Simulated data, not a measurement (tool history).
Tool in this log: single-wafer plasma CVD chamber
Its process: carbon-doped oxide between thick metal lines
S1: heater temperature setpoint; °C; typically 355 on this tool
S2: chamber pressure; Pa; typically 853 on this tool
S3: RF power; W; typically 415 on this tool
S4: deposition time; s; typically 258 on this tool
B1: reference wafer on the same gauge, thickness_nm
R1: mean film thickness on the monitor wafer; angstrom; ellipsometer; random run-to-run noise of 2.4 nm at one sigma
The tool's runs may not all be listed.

| run | hour | S1 | S2 | S3 | S4 | B1 | R1 |
|---|---|---|---|---|---|---|---|
| 1 | 0.0 | 355 | 853 | 415 | 258 | 1069.815 | 10495.72 |
|  | 40.2 | showerhead replaced |
| 2 | 98.4 | 355 | 853 | 415 | 258 | 1069.767 | 10438.16 |
| 3 | 187.4 | 355 | 853 | 415 | 258 | 1070.261 | 10468.01 |
| 4 | 280.1 | 355 | 853 | 415 | 258 | 1069.811 | 10444.72 |
| 5 | 318.0 | 355 | 853 | 415 | 258 | 1069.954 | 10451.87 |
| 6 | 394.0 | 355 | 853 | 415 | 258 | 1070.010 | 10457.44 |
| 7 | 498.9 | 355 | 853 | 415 | 281 | 1069.958 | 11325.40 |
|  | 571.2 | RF generator calibrated |
|  | 615.8 | capacitance manometer re-zeroed and calibrated |
| 8 | 693.4 | 370 | 1024 | 380 | 258 | 1070.425 | 9674.58 |
| 9 | 797.9 | 355 | 967 | 435 | 285 | 1069.884 | 12166.18 |
| 10 | 849.2 | 355 | 853 | 415 | 258 | 1069.888 | 10577.33 |
| 11 | 946.4 | 369 | 853 | 415 | 292 | 1069.611 | 11611.42 |
| 12 | 1019.7 | 355 | 853 | 415 | 258 | 1069.856 | 10520.39 |
|  | 1060.2 | thermocouple changed; heater temperature recalibrated |
| 13 | 1063.7 | 368 | 776 | 440 | 237 | 1069.731 | 9909.43 |
| 14 | 1120.2 | 355 | 949 | 370 | 258 | 1070.047 | 9727.42 |
| 15 | 1215.2 | 355 | 853 | 415 | 258 | 1069.792 | 10590.31 |
| 16 | 1287.8 | 355 | 943 | 415 | 309 | 1070.263 | 12742.60 |
|  | 1294.7 | gauge calibrated |
| 17 | 1548.8 | 355 | 853 | 490 | 258 | 1069.800 | 11976.05 |
| 18 | 1623.4 | 355 | 943 | 415 | 309 | 1069.905 | 12647.52 |
| 19 | 1662.8 | 366 | 1044 | 380 | 208 | 1070.173 | 7753.62 |
| 20 | 1727.6 | 350 | 853 | 415 | 285 | 1070.321 | 11680.41 |
| 21 | 1827.4 | 355 | 853 | 445 | 293 | 1070.036 | 12604.44 |
| 22 | 1887.3 | 350 | 695 | 350 | 218 | 1069.916 | 7620.58 |
| 23 | 1984.3 | 349 | 724 | 415 | 212 | 1069.643 | 8606.67 |
| 24 | 2056.4 | 355 | 704 | 380 | 240 | 1070.280 | 8866.32 |
| 25 | 2128.0 | 359 | 928 | 370 | 235 | 1069.956 | 8569.59 |
| 26 | 2181.8 | 355 | 792 | 355 | 258 | 1070.158 | 9062.44 |
| 27 | 2250.6 | 355 | 853 | 415 | 258 | 1070.067 | 10480.85 |

Each row is a separate what-if for the run after 27, all from the same tool condition, not one after another. Results?
| A | 2251.1 | 355 | 853 | 415 | 258 | ? | ? |
| B | 2251.1 | 360 | 737 | 455 | 239 | ? | ? |
| C | 2251.1 | 364 | 667 | 335 | 239 | ? | ? |
| D | 2251.1 | 346 | 853 | 390 | 209 | ? | ? |
| E | 2251.1 | 355 | 1001 | 415 | 258 | ? | ? |

| run | B1 | R1 |
|---|---|---|
| A | 1070.204 | 10441.50 |
| B | 1070.204 | 10202.02 |
| C | 1070.204 | 7744.72 |
| D | 1070.204 | 8202.70 |
| E | 1070.204 | 10534.78 |
Without the tool's hidden state the same runs would have given:
| run | R1 |
|---|---|
| A | 10835.17 |
| B | 10564.95 |
| C | 8037.47 |
| D | 8528.11 |
| E | 10931.96 |

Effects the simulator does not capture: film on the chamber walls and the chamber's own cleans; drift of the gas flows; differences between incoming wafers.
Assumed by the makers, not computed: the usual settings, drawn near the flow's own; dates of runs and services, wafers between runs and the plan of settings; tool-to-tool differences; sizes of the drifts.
